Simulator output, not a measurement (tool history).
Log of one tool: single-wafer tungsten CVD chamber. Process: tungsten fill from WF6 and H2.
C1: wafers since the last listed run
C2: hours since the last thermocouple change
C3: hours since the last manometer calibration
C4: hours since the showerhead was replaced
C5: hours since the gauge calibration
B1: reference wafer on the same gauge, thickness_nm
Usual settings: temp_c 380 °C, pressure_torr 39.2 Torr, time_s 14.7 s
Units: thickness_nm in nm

{"run": 1, "hour": 0.0, "temp_c": 380, "pressure_torr": 39.2, "time_s": 16.1, "C1": 0, "C2": 2300.8, "C3": 1472.6, "C4": 6986.4, "C5": 229.2, "B1": 27.295, "thickness_nm": 35.489}
{"run": 2, "hour": 32.3, "temp_c": 380, "pressure_torr": 39.2, "time_s": 16.1, "C1": 1037, "C2": 2333.1, "C3": 1504.9, "C4": 7018.7, "C5": 261.5, "B1": 27.287, "thickness_nm": 35.524}
{"run": 3, "hour": 57.4, "temp_c": 380, "pressure_torr": 39.2, "time_s": 14.7, "C1": 806, "C2": 2358.2, "C3": 1530.0, "C4": 7043.8, "C5": 286.6, "B1": 27.294, "thickness_nm": 32.592}
{"run": 4, "hour": 89.0, "temp_c": 380, "pressure_torr": 39.2, "time_s": 16.7, "C1": 1015, "C2": 2389.8, "C3": 1561.6, "C4": 7075.4, "C5": 318.2, "B1": 27.31, "thickness_nm": 36.99}
{"run": 5, "hour": 122.8, "temp_c": 380, "pressure_torr": 39.2, "time_s": 16.7, "C1": 1085, "C2": 2423.6, "C3": 1595.4, "C4": 7109.2, "C5": 352.0, "B1": 27.323, "thickness_nm": 36.987}
{"run": 6, "hour": 135.6, "temp_c": 390, "pressure_torr": 39.2, "time_s": 16.4, "C1": 411, "C2": 2436.4, "C3": 1608.2, "C4": 7122.0, "C5": 364.8, "B1": 27.308, "thickness_nm": 43.336}
{"run": 7, "hour": 159.6, "temp_c": 380, "pressure_torr": 39.2, "time_s": 14.7, "C1": 771, "C2": 2460.4, "C3": 1632.2, "C4": 7146.0, "C5": 388.8, "B1": 27.305, "thickness_nm": 32.621}
{"hour": 189.2, "done": "thermocouple changed; heater temperature recalibrated"}
{"run": 8, "hour": 189.7, "temp_c": 380, "pressure_torr": 39.2, "time_s": 14.7, "C1": 709, "C2": 0.5, "C3": 1662.3, "C4": 7176.1, "C5": 418.9, "B1": 27.309, "thickness_nm": 30.963}
{"hour": 192.7, "done": "gauge calibrated"}
{"run": 9, "hour": 214.7, "temp_c": 380, "pressure_torr": 33.6, "time_s": 14.7, "C1": 803, "C2": 25.5, "C3": 1687.3, "C4": 7201.1, "C5": 22.0, "B1": 27.306, "thickness_nm": 29.758}
{"run": 10, "hour": 233.6, "temp_c": 392, "pressure_torr": 31.1, "time_s": 13.7, "C1": 607, "C2": 44.4, "C3": 1706.2, "C4": 7220.0, "C5": 40.9, "B1": 27.308, "thickness_nm": 33.455}
{"run": 11, "hour": 267.2, "temp_c": 388, "pressure_torr": 39.2, "time_s": 17.1, "C1": 1079, "C2": 78.0, "C3": 1739.8, "C4": 7253.6, "C5": 74.5, "B1": 27.295, "thickness_nm": 41.485}
{"hour": 309.4, "done": "capacitance manometer re-zeroed and calibrated"}
{"run": 12, "hour": 309.9, "temp_c": 367, "pressure_torr": 46.4, "time_s": 14.7, "C1": 1114, "C2": 120.7, "C3": 0.5, "C4": 7296.3, "C5": 117.2, "B1": 27.288, "thickness_nm": 25.958}
{"run": 13, "hour": 321.5, "temp_c": 380, "pressure_torr": 48.8, "time_s": 12.9, "C1": 372, "C2": 132.3, "C3": 12.1, "C4": 7307.9, "C5": 128.8, "B1": 27.298, "thickness_nm": 29.28}
{"hour": 330.3, "done": "showerhead replaced"}
{"run": 14, "hour": 337.0, "temp_c": 391, "pressure_torr": 39.2, "time_s": 13.5, "C1": 240, "C2": 147.8, "C3": 27.6, "C4": 6.7, "C5": 144.3, "B1": 27.297, "thickness_nm": 34.937}
{"run": 15, "hour": 371.5, "temp_c": 394, "pressure_torr": 39.2, "time_s": 13.2, "C1": 1108, "C2": 182.3, "C3": 62.1, "C4": 41.2, "C5": 178.8, "B1": 27.295, "thickness_nm": 35.851}
{"run": 16, "hour": 402.5, "temp_c": 365, "pressure_torr": 39.2, "time_s": 15.8, "C1": 995, "C2": 213.3, "C3": 93.1, "C4": 72.2, "C5": 209.8, "B1": 27.302, "thickness_nm": 25.617}
{"run": 17, "hour": 414.8, "temp_c": 392, "pressure_torr": 31.1, "time_s": 13.7, "C1": 395, "C2": 225.6, "C3": 105.4, "C4": 84.5, "C5": 222.1, "B1": 27.287, "thickness_nm": 33.894}
{"run": 18, "hour": 448.6, "temp_c": 380, "pressure_torr": 39.2, "time_s": 14.7, "C1": 1085, "C2": 259.4, "C3": 139.2, "C4": 118.3, "C5": 255.9, "B1": 27.304, "thickness_nm": 31.365}
{"run": 19, "hour": 477.3, "temp_c": 392, "pressure_torr": 31.1, "time_s": 13.7, "C1": 922, "C2": 288.1, "C3": 167.9, "C4": 147.0, "C5": 284.6, "B1": 27.284, "thickness_nm": 33.905}

What the log doesn't show, run by run:
gauge reads high (%): 0 in every run
H1: wafer temperature above the value expected at the setpoint (K)
H2: true pressure above the setpoint (%)
run=1 H1=2.19 H2=-4.59
run=2 H1=2.29 H2=-4.73
run=3 H1=2.36 H2=-4.83
run=4 H1=2.45 H2=-4.97
run=5 H1=2.55 H2=-5.11
run=6 H1=2.59 H2=-5.16
run=7 H1=2.66 H2=-5.26
run=8 H1=-0.185 H2=-5.39
run=9 H1=-0.185 H2=-5.49
run=10 H1=-0.184 H2=-5.57
run=11 H1=-0.181 H2=-5.71
run=12 H1=-0.176 H2=-1.21
run=13 H1=-0.174 H2=-1.25
run=14 H1=-0.172 H2=-1.32
run=15 H1=-0.165 H2=-1.46
run=16 H1=-0.157 H2=-1.59
run=17 H1=-0.154 H2=-1.64
run=18 H1=-0.144 H2=-1.79
run=19 H1=-0.134 H2=-1.91
